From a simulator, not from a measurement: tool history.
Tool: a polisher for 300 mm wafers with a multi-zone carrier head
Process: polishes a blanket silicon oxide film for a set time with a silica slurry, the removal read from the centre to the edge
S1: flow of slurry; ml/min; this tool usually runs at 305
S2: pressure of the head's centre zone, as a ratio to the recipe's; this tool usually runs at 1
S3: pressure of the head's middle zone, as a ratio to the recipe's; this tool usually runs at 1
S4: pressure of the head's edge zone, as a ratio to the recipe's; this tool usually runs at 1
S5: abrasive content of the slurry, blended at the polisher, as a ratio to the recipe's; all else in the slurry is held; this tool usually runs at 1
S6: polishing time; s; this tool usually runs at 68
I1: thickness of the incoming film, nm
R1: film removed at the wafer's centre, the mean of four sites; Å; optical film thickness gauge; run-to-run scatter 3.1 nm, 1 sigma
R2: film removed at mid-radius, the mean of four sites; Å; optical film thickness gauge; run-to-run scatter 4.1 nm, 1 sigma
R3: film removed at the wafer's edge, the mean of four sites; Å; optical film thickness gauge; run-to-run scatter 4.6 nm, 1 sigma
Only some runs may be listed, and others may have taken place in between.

{"run": 1, "day": 0.0, "S1": 305, "S2": 1, "S3": 1, "S4": 1, "S5": 1, "S6": 68, "I1": 890.4, "R1": 3383, "R2": 3260, "R3": 3169}
{"run": 2, "day": 3.871, "S1": 305, "S2": 1, "S3": 1, "S4": 1, "S5": 1, "S6": 68, "I1": 889.1, "R1": 3371, "R2": 3357, "R3": 3249}
{"day": 5.342, "done": "centre zone pressure recalibrated"}
{"run": 3, "day": 5.921, "S1": 305, "S2": 1, "S3": 1, "S4": 1, "S5": 1, "S6": 88, "I1": 886, "R1": 4364, "R2": 4295, "R3": 4130}
{"run": 4, "day": 10.321, "S1": 205, "S2": 1, "S3": 1, "S4": 1, "S5": 1, "S6": 68, "I1": 884.4, "R1": 3166, "R2": 3055, "R3": 3197}
{"day": 11.696, "done": "slurry nozzle cleaned"}
{"run": 5, "day": 13.458, "S1": 240, "S2": 1, "S3": 1.09, "S4": 1, "S5": 1, "S6": 68, "I1": 884, "R1": 3272, "R2": 3412, "R3": 3103}
{"day": 15.55, "done": "carrier head's membrane replaced by a new one"}
{"run": 6, "day": 17.083, "S1": 305, "S2": 1.08, "S3": 1, "S4": 1, "S5": 0.85, "S6": 68, "I1": 883.2, "R1": 3426, "R2": 3153, "R3": 3104}
{"day": 17.775, "done": "worn pad replaced by a new one"}
{"run": 7, "day": 19.062, "S1": 305, "S2": 1, "S3": 1, "S4": 1, "S5": 1, "S6": 68, "I1": 895.5, "R1": 3321, "R2": 3307, "R3": 3262}
{"run": 8, "day": 21.296, "S1": 305, "S2": 1.06, "S3": 1, "S4": 1.11, "S5": 0.9, "S6": 68, "I1": 897.2, "R1": 3447, "R2": 3238, "R3": 3290}
{"run": 9, "day": 23.2, "S1": 305, "S2": 0.96, "S3": 1, "S4": 1, "S5": 1, "S6": 68, "I1": 908.1, "R1": 3231, "R2": 3311, "R3": 3171}
{"run": 10, "day": 26.829, "S1": 305, "S2": 1, "S3": 1, "S4": 1, "S5": 1, "S6": 68, "I1": 904.8, "R1": 3324, "R2": 3358, "R3": 3255}
{"run": 11, "day": 30.942, "S1": 305, "S2": 1, "S3": 1, "S4": 1, "S5": 1, "S6": 68, "I1": 890.7, "R1": 3314, "R2": 3313, "R3": 3267}
{"day": 34.4, "done": "slurry nozzle cleaned"}
{"run": 12, "day": 35.154, "S1": 305, "S2": 1, "S3": 1, "S4": 0.97, "S5": 0.8, "S6": 68, "I1": 889.4, "R1": 3105, "R2": 3043, "R3": 2975}
{"run": 13, "day": 38.546, "S1": 305, "S2": 1, "S3": 1, "S4": 1, "S5": 1, "S6": 68, "I1": 876.4, "R1": 3385, "R2": 3332, "R3": 3231}
{"run": 14, "day": 40.067, "S1": 205, "S2": 1, "S3": 1, "S4": 1, "S5": 0.85, "S6": 68, "I1": 902, "R1": 2963, "R2": 2890, "R3": 2912}
{"day": 43.75, "done": "worn pad replaced by a new one"}
{"run": 15, "day": 44.562, "S1": 305, "S2": 1, "S3": 1, "S4": 1, "S5": 1, "S6": 68, "I1": 903.7, "R1": 3412, "R2": 3296, "R3": 3256}
{"run": 16, "day": 48.283, "S1": 305, "S2": 0.94, "S3": 0.9, "S4": 1, "S5": 1, "S6": 68, "I1": 902.4, "R1": 3121, "R2": 3068, "R3": 3307}
{"run": 17, "day": 51.417, "S1": 305, "S2": 1, "S3": 1, "S4": 1, "S5": 1, "S6": 68, "I1": 885.6, "R1": 3356, "R2": 3314, "R3": 3214}
{"run": 18, "day": 55.408, "S1": 305, "S2": 1, "S3": 1, "S4": 1, "S5": 1, "S6": 68, "I1": 874.1, "R1": 3342, "R2": 3376, "R3": 3325}
{"run": 19, "day": 57.567, "S1": 305, "S2": 1, "S3": 1, "S4": 0.94, "S5": 1, "S6": 48, "I1": 882.9, "R1": 2380, "R2": 2342, "R3": 2235}
{"run": 20, "day": 60.296, "S1": 380, "S2": 0.92, "S3": 0.94, "S4": 1.06, "S5": 1, "S6": 68, "I1": 908.1, "R1": 3163, "R2": 3294, "R3": 3396}
{"day": 61.742, "done": "slurry nozzle cleaned"}
{"day": 61.883, "done": "edge zone pressure recalibrated"}
{"run": 21, "day": 61.938, "S1": 305, "S2": 0.96, "S3": 1, "S4": 1.1, "S5": 1, "S6": 75, "I1": 880.6, "R1": 3483, "R2": 3644, "R3": 3802}
{"run": 22, "day": 64.358, "S1": 305, "S2": 1, "S3": 1, "S4": 1, "S5": 1, "S6": 68, "I1": 894.6, "R1": 3352, "R2": 3276, "R3": 3311}

Predict each of these 3 candidate next runs independently; none follows another, all start after run 22:
{"run": "A", "day": 64.375, "S1": 305, "S2": 1, "S3": 1, "S4": 1, "S5": 0.9, "S6": 68, "I1": 894.4, "R1": "?", "R2": "?", "R3": "?"}
{"run": "B", "day": 64.375, "S1": 240, "S2": 1, "S3": 1.05, "S4": 1, "S5": 1, "S6": 68, "I1": 894.4, "R1": "?", "R2": "?", "R3": "?"}
{"run": "C", "day": 64.375, "S1": 305, "S2": 0.97, "S3": 1, "S4": 1.06, "S5": 1, "S6": 68, "I1": 894.4, "R1": "?", "R2": "?", "R3": "?"}

run=A R1=3167 R2=3129 R3=3157
run=B R1=3195 R2=3275 R3=3214
run=C R1=3200 R2=3260 R3=3381
With the hidden condition removed and each run's random variation left untouched, the same runs would have given:
run=A R1=3167 R2=3129 R3=3157
run=B R1=3195 R2=3275 R3=3214
run=C R1=3200 R2=3260 R3=3381
